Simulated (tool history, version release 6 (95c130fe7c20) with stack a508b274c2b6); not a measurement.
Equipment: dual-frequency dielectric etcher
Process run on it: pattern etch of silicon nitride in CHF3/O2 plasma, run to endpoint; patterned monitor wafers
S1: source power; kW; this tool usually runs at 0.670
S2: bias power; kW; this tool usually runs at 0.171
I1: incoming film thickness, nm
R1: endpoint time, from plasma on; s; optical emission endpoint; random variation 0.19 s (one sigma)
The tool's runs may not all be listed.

run,hour,S1,S2,I1,R1
1,0.0,0.670,0.171,65.7,37.7
2,15.1,0.550,0.171,66.0,39.9
3,22.7,0.550,0.171,65.6,39.7
4,36.9,0.670,0.171,65.9,38.2
5,46.5,0.670,0.171,65.6,37.9
6,56.9,0.670,0.171,66.0,37.7
7,71.0,0.670,0.171,65.4,37.2
# hour 96.8: source power generator calibrated
# hour 98.9: wet clean of the chamber
8,99.4,0.670,0.171,66.0,40.1
9,103.6,0.670,0.171,65.8,40.0
10,111.6,0.670,0.171,65.8,40.1
11,127.9,0.670,0.171,66.8,40.1
12,136.4,0.670,0.171,65.7,39.5
13,149.3,0.670,0.171,65.2,39.4
# hour 178.7: upper electrode replaced, of another model than before
14,179.2,0.520,0.212,65.5,39.4
15,179.5,0.670,0.185,65.4,39.1
16,179.9,0.720,0.159,65.6,39.6
17,183.0,0.570,0.171,66.5,41.5
18,191.3,0.820,0.147,65.9,38.7
19,204.9,0.670,0.171,65.8,39.5
20,216.7,0.830,0.183,65.8,37.0
# hour 230.2: bias power generator calibrated
21,231.9,0.670,0.171,65.6,39.5
22,242.7,0.590,0.182,65.4,39.6
23,253.2,0.580,0.159,65.7,41.0
24,270.5,0.670,0.171,65.5,39.3
25,280.8,0.840,0.199,65.7,35.8
26,296.4,0.720,0.203,65.6,37.1

What was the tool's hidden state at every run in the log?
source power that arrives over what is set, %: 0 at every run
bias power that arrives over what is set, %: 0 at every run
H1: etch rate over this chamber's usual, %
run,H1
1,5.38
2,5.51
3,5.58
4,5.71
5,5.79
6,5.88
7,6.01
8,0.207
9,0.243
10,0.314
11,0.457
12,0.531
13,0.644
14,0.906
15,0.909
16,0.912
17,0.94
18,1.01
19,1.13
20,1.24
21,1.37
22,1.46
23,1.56
24,1.71
25,1.8
26,1.93
